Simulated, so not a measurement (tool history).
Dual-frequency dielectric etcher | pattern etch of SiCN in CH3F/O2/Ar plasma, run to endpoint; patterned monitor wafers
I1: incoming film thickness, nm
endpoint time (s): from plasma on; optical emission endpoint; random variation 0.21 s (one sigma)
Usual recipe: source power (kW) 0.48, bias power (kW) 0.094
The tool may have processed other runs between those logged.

run 1 hour=0 | source_power_(kW)=0.48 bias_power_(kW)=0.094 | I1=11.71 | endpoint_time_(s)=24.7
run 2 hour=13.2 | source_power_(kW)=0.48 bias_power_(kW)=0.094 | I1=11.85 | endpoint_time_(s)=24.3
run 3 hour=25.7 | source_power_(kW)=0.48 bias_power_(kW)=0.094 | I1=11.7 | endpoint_time_(s)=24.5
run 4 hour=51.7 | source_power_(kW)=0.48 bias_power_(kW)=0.094 | I1=11.85 | endpoint_time_(s)=24.7
run 5 hour=107.2 | source_power_(kW)=0.41 bias_power_(kW)=0.094 | I1=11.89 | endpoint_time_(s)=26.4
run 6 hour=140.3 | source_power_(kW)=0.41 bias_power_(kW)=0.094 | I1=11.77 | endpoint_time_(s)=26
run 7 hour=161.9 | source_power_(kW)=0.48 bias_power_(kW)=0.076 | I1=11.79 | endpoint_time_(s)=26.8
run 8 hour=190.5 | source_power_(kW)=0.48 bias_power_(kW)=0.075 | I1=11.81 | endpoint_time_(s)=26.7
-- hour=210.1 source power generator calibrated
run 9 hour=216 | source_power_(kW)=0.48 bias_power_(kW)=0.075 | I1=11.75 | endpoint_time_(s)=26.5
run 10 hour=248.6 | source_power_(kW)=0.48 bias_power_(kW)=0.105 | I1=11.96 | endpoint_time_(s)=23.4
run 11 hour=279.1 | source_power_(kW)=0.4 bias_power_(kW)=0.111 | I1=11.81 | endpoint_time_(s)=24.5
-- hour=307.9 bias power generator calibrated
-- hour=324 upper electrode replaced
-- hour=332.6 wet clean of the chamber
run 12 hour=333.1 | source_power_(kW)=0.39 bias_power_(kW)=0.105 | I1=11.99 | endpoint_time_(s)=27.2
run 13 hour=333.5 | source_power_(kW)=0.4 bias_power_(kW)=0.111 | I1=11.79 | endpoint_time_(s)=25.7
run 14 hour=351.9 | source_power_(kW)=0.37 bias_power_(kW)=0.113 | I1=11.84 | endpoint_time_(s)=26.2
run 15 hour=364.1 | source_power_(kW)=0.48 bias_power_(kW)=0.094 | I1=11.75 | endpoint_time_(s)=25.1
run 16 hour=396.6 | source_power_(kW)=0.58 bias_power_(kW)=0.111 | I1=11.68 | endpoint_time_(s)=21.4
run 17 hour=424.7 | source_power_(kW)=0.48 bias_power_(kW)=0.072 | I1=11.81 | endpoint_time_(s)=27.5
run 18 hour=459.8 | source_power_(kW)=0.42 bias_power_(kW)=0.094 | I1=11.82 | endpoint_time_(s)=26.6

Below are 4 alternative next runs, each starting from the tool's condition after run 18. Predict each:
run A hour=460.2 | source_power_(kW)=0.48 bias_power_(kW)=0.094 | I1=11.83 | endpoint_time_(s)=?
run B hour=460.2 | source_power_(kW)=0.43 bias_power_(kW)=0.076 | I1=11.83 | endpoint_time_(s)=?
run C hour=460.2 | source_power_(kW)=0.56 bias_power_(kW)=0.084 | I1=11.83 | endpoint_time_(s)=?
run D hour=460.2 | source_power_(kW)=0.52 bias_power_(kW)=0.094 | I1=11.83 | endpoint_time_(s)=?

run=A endpoint_time_(s)=25
run=B endpoint_time_(s)=28.6
run=C endpoint_time_(s)=24.4
run=D endpoint_time_(s)=24.1
With the hidden condition removed and each run's random variation left untouched, the same runs would have given:
run=A endpoint_time_(s)=25.3
run=B endpoint_time_(s)=29
run=C endpoint_time_(s)=24.7
run=D endpoint_time_(s)=24.4

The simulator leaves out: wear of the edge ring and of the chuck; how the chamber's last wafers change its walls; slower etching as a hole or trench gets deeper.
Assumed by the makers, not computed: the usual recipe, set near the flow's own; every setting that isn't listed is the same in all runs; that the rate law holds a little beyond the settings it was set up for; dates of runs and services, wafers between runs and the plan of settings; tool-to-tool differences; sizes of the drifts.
